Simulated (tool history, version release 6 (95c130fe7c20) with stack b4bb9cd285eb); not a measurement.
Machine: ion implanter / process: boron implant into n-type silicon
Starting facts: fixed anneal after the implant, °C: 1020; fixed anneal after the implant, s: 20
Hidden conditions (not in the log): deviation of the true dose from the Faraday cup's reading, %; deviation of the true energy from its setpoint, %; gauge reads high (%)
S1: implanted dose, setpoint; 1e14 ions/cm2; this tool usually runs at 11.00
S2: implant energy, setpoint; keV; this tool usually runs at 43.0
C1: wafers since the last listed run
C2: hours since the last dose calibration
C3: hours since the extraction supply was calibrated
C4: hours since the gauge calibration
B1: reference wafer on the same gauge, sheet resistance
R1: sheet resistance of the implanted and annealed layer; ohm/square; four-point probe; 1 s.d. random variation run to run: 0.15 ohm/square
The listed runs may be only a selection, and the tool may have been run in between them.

{"run": 1, "hour": 0.0, "S1": 11.0, "S2": 43.0, "C1": 0, "C2": 1325.5, "C3": 3255.4, "C4": 709.7, "B1": 117.0, "R1": 99.69}
{"run": 2, "hour": 54.4, "S1": 11.0, "S2": 43.0, "C1": 798, "C2": 1379.9, "C3": 3309.8, "C4": 764.1, "B1": 116.97, "R1": 99.72}
{"run": 3, "hour": 202.9, "S1": 11.0, "S2": 43.0, "C1": 2180, "C2": 1528.4, "C3": 3458.3, "C4": 912.6, "B1": 117.04, "R1": 100.1}
{"run": 4, "hour": 252.4, "S1": 11.0, "S2": 46.5, "C1": 726, "C2": 1577.9, "C3": 3507.8, "C4": 962.1, "B1": 116.97, "R1": 99.33}
{"run": 5, "hour": 294.5, "S1": 11.0, "S2": 46.5, "C1": 618, "C2": 1620.0, "C3": 3549.9, "C4": 1004.2, "B1": 117.0, "R1": 99.39}
{"run": 6, "hour": 339.1, "S1": 11.0, "S2": 43.0, "C1": 654, "C2": 1664.6, "C3": 3594.5, "C4": 1048.8, "B1": 116.96, "R1": 99.88}
{"run": 7, "hour": 409.2, "S1": 11.0, "S2": 43.0, "C1": 1029, "C2": 1734.7, "C3": 3664.6, "C4": 1118.9, "B1": 117.04, "R1": 99.6}
{"run": 8, "hour": 442.0, "S1": 9.78, "S2": 52.5, "C1": 481, "C2": 1767.5, "C3": 3697.4, "C4": 1151.7, "B1": 116.95, "R1": 108.06}
{"run": 9, "hour": 491.9, "S1": 9.78, "S2": 52.5, "C1": 732, "C2": 1817.4, "C3": 3747.3, "C4": 1201.6, "B1": 117.01, "R1": 108.07}
{"run": 10, "hour": 553.1, "S1": 11.0, "S2": 46.0, "C1": 898, "C2": 1878.6, "C3": 3808.5, "C4": 1262.8, "B1": 117.0, "R1": 99.3}
{"run": 11, "hour": 610.2, "S1": 11.0, "S2": 43.0, "C1": 838, "C2": 1935.7, "C3": 3865.6, "C4": 1319.9, "B1": 117.06, "R1": 99.94}
{"run": 12, "hour": 677.0, "S1": 11.0, "S2": 43.0, "C1": 981, "C2": 2002.5, "C3": 3932.4, "C4": 1386.7, "B1": 117.03, "R1": 99.68}
{"run": 13, "hour": 710.6, "S1": 12.53, "S2": 52.0, "C1": 493, "C2": 2036.1, "C3": 3966.0, "C4": 1420.3, "B1": 116.99, "R1": 88.02}
{"run": 14, "hour": 756.5, "S1": 12.7, "S2": 43.0, "C1": 674, "C2": 2082.0, "C3": 4011.9, "C4": 1466.2, "B1": 117.07, "R1": 88.33}
{"hour": 790.8, "done": "gauge calibrated"}
{"run": 15, "hour": 800.8, "S1": 9.94, "S2": 50.0, "C1": 650, "C2": 2126.3, "C3": 4056.2, "C4": 10.0, "B1": 116.97, "R1": 107.1}
{"run": 16, "hour": 836.0, "S1": 11.0, "S2": 43.0, "C1": 516, "C2": 2161.5, "C3": 4091.4, "C4": 45.2, "B1": 116.97, "R1": 99.84}
{"hour": 895.3, "done": "Faraday cup replaced and dose calibrated"}
{"run": 17, "hour": 907.9, "S1": 11.0, "S2": 43.0, "C1": 938, "C2": 12.6, "C3": 4163.3, "C4": 117.1, "B1": 117.04, "R1": 101.25}
{"hour": 973.1, "done": "extraction supply calibrated"}
{"run": 18, "hour": 973.6, "S1": 8.67, "S2": 43.0, "C1": 847, "C2": 78.3, "C3": 0.5, "C4": 182.8, "B1": 117.0, "R1": 122.73}
{"run": 19, "hour": 1166.8, "S1": 9.05, "S2": 35.0, "C1": 2837, "C2": 271.5, "C3": 193.7, "C4": 376.0, "B1": 117.1, "R1": 119.73}
{"run": 20, "hour": 1191.8, "S1": 9.56, "S2": 49.5, "C1": 367, "C2": 296.5, "C3": 218.7, "C4": 401.0, "B1": 117.0, "R1": 111.83}
{"run": 21, "hour": 1260.0, "S1": 11.0, "S2": 43.0, "C1": 1001, "C2": 364.7, "C3": 286.9, "C4": 469.2, "B1": 116.95, "R1": 100.69}
{"run": 22, "hour": 1285.6, "S1": 11.98, "S2": 53.0, "C1": 375, "C2": 390.3, "C3": 312.5, "C4": 494.8, "B1": 116.97, "R1": 92.24}
{"run": 23, "hour": 1332.6, "S1": 8.84, "S2": 31.0, "C1": 690, "C2": 437.3, "C3": 359.5, "C4": 541.8, "B1": 117.04, "R1": 122.58}
{"run": 24, "hour": 1402.4, "S1": 12.44, "S2": 57.5, "C1": 1025, "C2": 507.1, "C3": 429.3, "C4": 611.6, "B1": 117.08, "R1": 88.72}

Alternative continuations, all from the tool just after run 24; predict every row:
{"run": "A", "hour": 1402.8, "S1": 11.0, "S2": 53.0, "C1": 5, "C2": 507.5, "C3": 429.7, "C4": 612.0, "B1": "?", "R1": "?"}
{"run": "B", "hour": 1402.8, "S1": 9.94, "S2": 43.0, "C1": 5, "C2": 507.5, "C3": 429.7, "C4": 612.0, "B1": "?", "R1": "?"}
{"run": "C", "hour": 1402.8, "S1": 8.79, "S2": 43.0, "C1": 5, "C2": 507.5, "C3": 429.7, "C4": 612.0, "B1": "?", "R1": "?"}

run=A B1=117.03 R1=99.20
run=B B1=117.03 R1=109.36
run=C B1=117.03 R1=120.81
Had the tool no hidden state, the same runs would have come out as:
run=A R1=99.95
run=B R1=110.17
run=C R1=121.71

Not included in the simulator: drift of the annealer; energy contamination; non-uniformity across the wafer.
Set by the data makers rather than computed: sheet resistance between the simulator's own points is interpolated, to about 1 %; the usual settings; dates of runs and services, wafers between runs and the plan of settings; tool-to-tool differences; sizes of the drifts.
